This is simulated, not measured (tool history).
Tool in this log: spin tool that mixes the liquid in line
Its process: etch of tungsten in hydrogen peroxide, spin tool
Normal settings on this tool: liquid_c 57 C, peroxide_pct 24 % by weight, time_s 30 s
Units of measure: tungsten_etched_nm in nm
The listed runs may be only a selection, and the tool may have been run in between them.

run	hour	liquid_c	peroxide_pct	time_s	wafers since the last listed run	hours since the thermometer was replaced	hours since the peroxide flow meter was replaced	hours since the heated supply line was repaired	hours since the drum of peroxide was connected	hours since the gauge calibration	read-back film thickness of the tungsten reference wafer, read on the same gauge (nm)	tungsten_etched_nm
1	0	57	24	30	0	1546.7	110.7	1276.7	451.2	454.9	101.83	41.95
# hour 22.9: heated supply line repaired
2	72.9	57	24	35	969	1619.6	183.6	50	524.1	527.8	101.98	48.67
# hour 167.3: new drum of peroxide connected
3	173.6	57	24	35	1343	1720.3	284.3	150.7	6.3	628.5	102.12	48.39
4	249.5	57	24	35	1023	1796.2	360.2	226.6	82.2	704.4	102.31	49.18
5	285.8	57	24	30	489	1832.5	396.5	262.9	118.5	740.7	102.29	41.92
6	343.8	57	24	30	781	1890.5	454.5	320.9	176.5	798.7	102.38	42.04
7	439.2	57	24	30	1285	1985.9	549.9	416.3	271.9	894.1	102.44	41.9
8	541.1	57	24	30	1373	2087.8	651.8	518.2	373.8	996	102.49	42.15
9	647	57	24	30	1427	2193.7	757.7	624.1	479.7	1101.9	102.57	42.02
# hour 693.8: gauge calibrated
10	717.3	57	24	30	947	2264	828	694.4	550	23.5	100.27	41.06
11	769	57	24	30	696	2315.7	879.7	746.1	601.7	75.2	100.6	41.24
12	824.8	57	24	30	752	2371.5	935.5	801.9	657.5	131	100.85	41.19
# hour 838.4: new drum of peroxide connected
13	880.2	57	24	40	733	2426.9	990.9	857.3	41.8	186.4	101.15	55.05
14	964.4	61	18	45	1135	2511.1	1075.1	941.5	126	270.6	101.48	67.86
# hour 1180.8: peroxide flow meter replaced
15	1246.2	47.5	24	30	3785	2792.9	65.4	1223.3	407.8	552.4	102.16	23.56
# hour 1253.7: heated supply line repaired
16	1294.2	57	18	35	633	2840.9	113.4	40.5	455.8	600.4	102.24	41.99
17	1341.7	62	30	20	640	2888.4	160.9	88	503.3	647.9	102.26	41.71
18	1427.8	57	24	30	1160	2974.5	247	174.1	589.4	734	102.4	41.72
# hour 1433: thermometer replaced
# hour 1444.5: new drum of peroxide connected
19	1527.5	57	26	30	1316	94.5	346.7	273.8	83	833.7	102.46	44.08
20	1574.8	57	24	30	637	141.8	394	321.1	130.3	881	102.51	41.98
21	1642.6	47.5	29.5	30	913	209.6	461.8	388.9	198.1	948.8	102.55	26.31
22	1712.9	61	18	45	947	279.9	532.1	459.2	268.4	1019.1	102.62	68.7
23	1771.3	57	18.5	40	787	338.3	590.5	517.6	326.8	1077.5	102.64	49.08
# hour 1954.4: gauge calibrated
24	2040.4	62.5	26.5	45	3627	607.4	859.6	786.7	595.9	86	99.93	88.17
# hour 2054.9: new drum of peroxide connected
25	2148.2	57	18.5	35	1439	715.2	967.4	894.5	93.3	193.8	100.47	42.41

How the hidden state differs across the entries between the runs, from the last listed run before each to the first after it:
Logged between run 1 and run 2: heated supply line repaired (hour 22.9)
  gauge reads high (%): 1.85 -> 1.99
  measured value less the no-hidden-state value, tungsten_etched_nm: +0.76 -> +0.96 nm
Logged between run 2 and run 3: new drum of peroxide connected (hour 167.3)
  gauge reads high (%): 1.99 -> 2.16
  measured value less the no-hidden-state value, tungsten_etched_nm: +0.96 -> +1.02 nm
Logged between run 9 and run 10: gauge calibrated (hour 693.8)
  gauge reads high (%): 2.55 -> 0.266
  measured value less the no-hidden-state value, tungsten_etched_nm: +1.04 -> +0.11 nm
Logged between run 12 and run 13: new drum of peroxide connected (hour 838.4)
  gauge reads high (%): 0.867 -> 1.12
  measured value less the no-hidden-state value, tungsten_etched_nm: +0.36 -> +0.6 nm
Logged between run 14 and run 15: peroxide flow meter replaced (hour 1180.8)
  gauge reads high (%): 1.44 -> 2.14
  measured value less the no-hidden-state value, tungsten_etched_nm: +0.97 -> +0.5 nm
Logged between run 15 and run 16: heated supply line repaired (hour 1253.7)
  gauge reads high (%): 2.14 -> 2.22
  measured value less the no-hidden-state value, tungsten_etched_nm: +0.5 -> +0.91 nm
Logged between run 18 and run 19: thermometer replaced (hour 1433); new drum of peroxide connected (hour 1444.5)
  gauge reads high (%): 2.39 -> 2.49
  measured value less the no-hidden-state value, tungsten_etched_nm: +0.97 -> +1.07 nm
Logged between run 23 and run 24: gauge calibrated (hour 1954.4)
  gauge reads high (%): 2.64 -> -0.00972
  measured value less the no-hidden-state value, tungsten_etched_nm: +1.26 -> -0.01 nm
Logged between run 24 and run 25: new drum of peroxide connected (hour 2054.9)
  gauge reads high (%): -0.00972 -> 0.506
  measured value less the no-hidden-state value, tungsten_etched_nm: -0.01 -> +0.21 nm

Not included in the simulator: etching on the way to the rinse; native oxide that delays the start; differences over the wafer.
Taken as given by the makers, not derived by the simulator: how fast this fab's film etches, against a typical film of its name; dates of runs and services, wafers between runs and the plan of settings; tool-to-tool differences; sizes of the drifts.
